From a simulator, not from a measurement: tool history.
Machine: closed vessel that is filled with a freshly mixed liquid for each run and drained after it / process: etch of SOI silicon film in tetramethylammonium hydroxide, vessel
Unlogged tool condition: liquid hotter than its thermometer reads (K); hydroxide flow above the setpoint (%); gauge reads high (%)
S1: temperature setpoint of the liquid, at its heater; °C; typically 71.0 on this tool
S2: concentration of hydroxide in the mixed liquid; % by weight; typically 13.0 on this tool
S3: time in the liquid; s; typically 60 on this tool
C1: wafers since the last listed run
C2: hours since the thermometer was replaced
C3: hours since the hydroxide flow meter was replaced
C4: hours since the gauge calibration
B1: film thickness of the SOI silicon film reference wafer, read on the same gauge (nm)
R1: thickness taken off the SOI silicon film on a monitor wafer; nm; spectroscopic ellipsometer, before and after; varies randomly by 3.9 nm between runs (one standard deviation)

run   hour    S1    S2  S3    C1     C2     C3      C4      B1      R1
  1    0.0  71.0  13.0  60     0  773.4  401.9   773.4  123.74  445.80
  2   35.7  71.0  12.0  80  4834  809.1  437.6   809.1  123.98  620.65
  3   48.9  71.0  12.0  80  1787  822.3  450.8   822.3  124.03  613.38
  4   73.1  71.0  12.0  80  3277  846.5  475.0   846.5  124.21  619.37
      82.0  -- thermometer replaced
  5   96.8  73.5  13.0  45  3074   14.8  498.7   870.2  124.37  386.64
  6  128.5  73.5  13.0  45  4292   46.5  530.4   901.9  124.59  385.30
  7  142.3  73.5  13.0  45  1868   60.3  544.2   915.7  124.68  393.63
  8  159.5  71.0  13.0  60  2329   77.5  561.4   932.9  124.79  446.88
  9  182.6  71.0  13.0  60  3128  100.6  584.5   956.0  124.98  450.36
 10  199.5  71.0  13.0  60  2288  117.5  601.4   972.9  125.10  446.37
 11  217.0  71.0  13.0  60  2369  135.0  618.9   990.4  125.22  453.54
 12  244.8  71.0  13.0  60  3764  162.8  646.7  1018.2  125.45  453.40
 13  274.2  76.5  10.0  60  3981  192.2  676.1  1047.6  125.69  688.41
 14  304.5  71.0  15.0  60  4103  222.5  706.4  1077.9  125.95  421.79
 15  326.3  71.0  15.0  60  2952  244.3  728.2  1099.7  126.14  421.96
 16  342.2  71.0  15.0  90  2153  260.2  744.1  1115.6  126.27  637.48
 17  372.5  66.5  13.0  35  4103  290.5  774.4  1145.9  126.54  202.94
 18  390.7  74.5  14.5  60  2464  308.7  792.6  1164.1  126.71  533.48
 19  405.9  76.5  14.0  75  2058  323.9  807.8  1179.3  126.82  754.68
     423.8  -- gauge calibrated
 20  435.0  76.0  13.0  60  3940  353.0  836.9    11.2  119.94  575.92
     453.7  -- hydroxide flow meter replaced
 21  463.8  67.5  13.0  75  3764  381.8   10.1    40.0  119.96  439.57
 22  482.2  71.0  13.0  60  2491  400.2   28.5    58.4  119.97  436.02
 23  501.2  71.0  13.0  40  2573  419.2   47.5    77.4  119.96  289.74
 24  513.9  71.0  14.0  75  1719  431.9   60.2    90.1  119.99  520.97
 25  582.9  71.0  13.0  85  9344  500.9  129.2   159.1  120.07  614.12
 26  610.8  71.0  13.0  60  3778  528.8  157.1   187.0  120.09  428.95
 27  623.0  67.5  13.0  60  1652  541.0  169.3   199.2  120.12  346.13
 28  658.7  76.0   9.0  85  4834  576.7  205.0   234.9  120.17  940.98
 29  694.5  73.5  14.5  60  4848  612.5  240.8   270.7  120.25  467.58
 30  724.3  71.0  13.0  40  4035  642.3  270.6   300.5  120.31  290.11
 31  741.2  69.0  13.0  60  2288  659.2  287.5   317.4  120.36  385.39
 32  757.9  78.0  15.5  75  2261  675.9  304.2   334.1  120.38  733.54
 33  781.0  68.5  13.0  60  3128  699.0  327.3   357.2  120.46  374.70
 34  804.0  63.5  16.0  35  3114  722.0  350.3   380.2  120.52  146.71

Here are 4 independent what-if runs from the current tool condition. What would each one return?
  A  804.7  71.0  15.5  60  94  722.7  351.0  380.9   ?   ?
  B  804.7  65.5  13.0  60  94  722.7  351.0  380.9   ?   ?
  C  804.7  75.0  13.0  85  94  722.7  351.0  380.9   ?   ?
  D  804.7  71.0  13.0  80  94  722.7  351.0  380.9   ?   ?

run      B1      R1
  A  120.51  395.24
  B  120.51  309.98
  C  120.51  766.47
  D  120.51  572.72
With no hidden state in the tool, these same runs would have given:
run      R1
  A  393.53
  B  308.63
  C  763.14
  D  570.23

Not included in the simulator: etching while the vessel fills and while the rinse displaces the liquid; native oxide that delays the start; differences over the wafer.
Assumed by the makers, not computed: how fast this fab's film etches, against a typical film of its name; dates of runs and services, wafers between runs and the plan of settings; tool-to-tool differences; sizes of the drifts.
